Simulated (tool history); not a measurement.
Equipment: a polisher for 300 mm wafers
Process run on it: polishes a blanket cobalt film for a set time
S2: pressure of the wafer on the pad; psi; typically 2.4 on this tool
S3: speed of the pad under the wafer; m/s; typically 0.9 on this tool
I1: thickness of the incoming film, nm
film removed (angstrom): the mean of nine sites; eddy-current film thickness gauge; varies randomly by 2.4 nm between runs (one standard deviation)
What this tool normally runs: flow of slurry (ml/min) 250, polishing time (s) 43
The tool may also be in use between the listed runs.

run 1 hour=0 | flow_of_slurry_(ml/min)=250 S2=2.4 S3=0.9 polishing_time_(s)=43 | I1=1142.7 | film_removed_(angstrom)=1902
run 2 hour=43.2 | flow_of_slurry_(ml/min)=250 S2=2.4 S3=0.9 polishing_time_(s)=43 | I1=1131.1 | film_removed_(angstrom)=1895
-- hour=82.1 worn pad replaced by a new one
run 3 hour=98.7 | flow_of_slurry_(ml/min)=250 S2=2.4 S3=0.9 polishing_time_(s)=43 | I1=1132.5 | film_removed_(angstrom)=1878
-- hour=127.7 slurry nozzle cleaned
run 4 hour=141.2 | flow_of_slurry_(ml/min)=250 S2=2.4 S3=0.9 polishing_time_(s)=43 | I1=1128.1 | film_removed_(angstrom)=1877
run 5 hour=166.4 | flow_of_slurry_(ml/min)=250 S2=2.4 S3=0.9 polishing_time_(s)=43 | I1=1129.6 | film_removed_(angstrom)=1879
-- hour=270.5 worn pad replaced by a new one
run 6 hour=361.7 | flow_of_slurry_(ml/min)=250 S2=2.4 S3=0.7 polishing_time_(s)=53 | I1=1149.9 | film_removed_(angstrom)=1820
run 7 hour=392.4 | flow_of_slurry_(ml/min)=250 S2=2.4 S3=0.9 polishing_time_(s)=43 | I1=1131.1 | film_removed_(angstrom)=1906
-- hour=404.2 head pressure recalibrated
-- hour=441.9 worn pad replaced by a new one
run 8 hour=442.4 | flow_of_slurry_(ml/min)=250 S2=2.4 S3=0.9 polishing_time_(s)=43 | I1=1137.6 | film_removed_(angstrom)=1872
run 9 hour=554.6 | flow_of_slurry_(ml/min)=220 S2=1.8 S3=0.9 polishing_time_(s)=53 | I1=1150.2 | film_removed_(angstrom)=1850
-- hour=595.3 worn pad replaced by a new one
run 10 hour=598.6 | flow_of_slurry_(ml/min)=330 S2=2.4 S3=0.9 polishing_time_(s)=43 | I1=1136.5 | film_removed_(angstrom)=1984
-- hour=606 slurry nozzle cleaned
run 11 hour=632.2 | flow_of_slurry_(ml/min)=250 S2=2.4 S3=0.9 polishing_time_(s)=43 | I1=1125.5 | film_removed_(angstrom)=1857
run 12 hour=669.4 | flow_of_slurry_(ml/min)=250 S2=1.6 S3=0.9 polishing_time_(s)=47 | I1=1109.6 | film_removed_(angstrom)=1518
run 13 hour=702.8 | flow_of_slurry_(ml/min)=250 S2=2.4 S3=0.62 polishing_time_(s)=30 | I1=1129.6 | film_removed_(angstrom)=964
run 14 hour=755.7 | flow_of_slurry_(ml/min)=250 S2=2.4 S3=0.9 polishing_time_(s)=53 | I1=1133.7 | film_removed_(angstrom)=2334
run 15 hour=785 | flow_of_slurry_(ml/min)=250 S2=1.6 S3=0.9 polishing_time_(s)=47 | I1=1133.6 | film_removed_(angstrom)=1500
-- hour=795.3 worn pad replaced by a new one
run 16 hour=854.1 | flow_of_slurry_(ml/min)=250 S2=2.4 S3=0.9 polishing_time_(s)=43 | I1=1124.1 | film_removed_(angstrom)=1867
run 17 hour=894.4 | flow_of_slurry_(ml/min)=290 S2=2.2 S3=0.9 polishing_time_(s)=56 | I1=1121.4 | film_removed_(angstrom)=2360

State the hidden condition of the tool at each of the runs:
removal rate lost through wear of the pad, %: 0 on each run
slurry flow missing at the pad, %: 0 on each run
deviation of the head's pressure from its setpoint, %: 0 on each run
